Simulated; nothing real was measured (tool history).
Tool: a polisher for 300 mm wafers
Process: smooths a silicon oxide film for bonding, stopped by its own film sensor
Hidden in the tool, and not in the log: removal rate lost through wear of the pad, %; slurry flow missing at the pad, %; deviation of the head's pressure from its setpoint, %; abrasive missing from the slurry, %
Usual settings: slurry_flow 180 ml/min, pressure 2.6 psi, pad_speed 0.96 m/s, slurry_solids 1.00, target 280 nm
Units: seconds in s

run,day,slurry_flow,pressure,pad_speed,slurry_solids,target,wafers since the last listed run,wafers polished on this pad,hours since the slurry nozzle was cleaned,hours since the head pressure was calibrated,hours since the slurry blender was calibrated,"incoming thickness of the incoming film, nm",seconds
1,0.000,180,2.6,0.96,1.00,280,0,2686,106.6,30.1,270.8,325.6,51.9
# day 0.104: worn pad replaced by a new one
# day 0.496: slurry blender recalibrated
2,1.692,180,2.6,0.96,1.00,285,366,366,147.2,70.7,28.7,334.8,55.7
3,4.375,180,2.6,0.96,1.00,285,654,1021,211.6,135.1,93.1,332.6,54.5
# day 5.021: slurry nozzle cleaned
4,5.404,180,2.6,0.96,1.00,285,240,1261,9.2,159.8,117.8,332.7,53.8
5,7.979,180,2.6,0.96,1.00,288,627,1889,71.0,221.6,179.6,332.6,51.2
6,10.833,180,2.6,0.96,1.00,288,696,2585,139.5,290.1,248.1,327.9,45.2
# day 11.629: worn pad replaced by a new one
7,12.429,180,2.6,0.96,1.00,288,348,195,177.8,328.4,286.4,331.3,48.5
# day 12.562: slurry blender recalibrated
8,15.288,180,2.6,1.20,1.00,280,676,872,246.4,397.0,65.4,329.8,47.0
# day 16.633: slurry nozzle cleaned
9,16.758,180,2.6,0.96,1.10,280,348,1220,3.0,432.3,100.7,327.2,50.4
10,19.325,210,2.6,0.96,1.00,280,625,1846,64.6,493.9,162.3,334.7,59.2
11,20.638,210,2.6,0.96,1.00,280,320,2166,96.1,525.4,193.8,327.2,51.9
12,22.583,145,2.6,0.96,1.00,280,474,2641,142.8,572.1,240.5,328.2,54.9
# day 22.875: slurry blender recalibrated
# day 23.154: worn pad replaced by a new one
13,27.946,180,2.6,0.96,1.00,280,1246,1168,271.5,700.8,121.7,327.5,53.6
# day 28.629: slurry nozzle cleaned
14,29.217,180,2.6,0.96,1.00,280,299,1468,14.1,731.3,152.2,335.0,63.9
# day 31.538: head pressure recalibrated
15,31.696,180,2.6,0.96,1.00,297,584,2052,73.6,3.8,211.7,330.5,38.3
16,33.629,145,2.6,0.96,1.00,280,471,2523,120.0,50.2,258.1,329.1,57.1
# day 34.146: slurry blender recalibrated
# day 34.950: worn pad replaced by a new one
17,35.117,180,2.6,0.96,1.00,267,301,40,155.7,85.9,23.3,335.8,79.6
18,36.550,180,2.6,0.96,1.15,280,349,390,190.1,120.3,57.7,335.3,57.3
19,38.796,180,2.6,0.86,1.00,280,547,937,244.0,174.2,111.6,325.1,56.3
# day 41.092: slurry nozzle cleaned
20,41.708,220,2.6,0.96,1.00,280,700,1637,14.8,244.1,181.5,328.5,54.5
21,44.096,200,2.3,1.08,1.00,266,582,2219,72.1,301.4,238.8,334.3,79.3
# day 45.188: slurry blender recalibrated
# day 45.254: worn pad replaced by a new one
22,45.717,180,2.6,0.96,1.20,273,358,112,111.0,340.3,12.7,334.8,61.3
23,46.833,180,2.6,0.96,1.30,280,272,385,137.8,367.1,39.5,327.5,44.7
24,48.612,180,2.6,0.96,1.10,280,433,819,180.5,409.8,82.2,332.2,54.7
25,49.671,180,2.6,0.96,1.00,280,258,1077,205.9,435.2,107.6,332.4,61.0
# day 50.771: slurry nozzle cleaned
# day 55.350: worn pad replaced by a new one
26,55.371,130,2.6,0.96,1.00,280,1339,5,110.4,572.0,244.4,334.7,62.4

Forecast each of these 3 alternatives for the next run:
A,55.388,180,2.6,0.82,1.00,280,4,9,110.8,572.4,244.8,335.1,?
B,55.388,180,2.6,1.30,1.00,280,4,9,110.8,572.4,244.8,335.1,?
C,55.388,155,2.6,0.96,1.00,280,4,9,110.8,572.4,244.8,335.1,?

run,seconds
A,71.1
B,49.2
C,63.5
Without the tool's hidden state the same runs would have given:
run,seconds
A,71.1
B,49.2
C,63.5
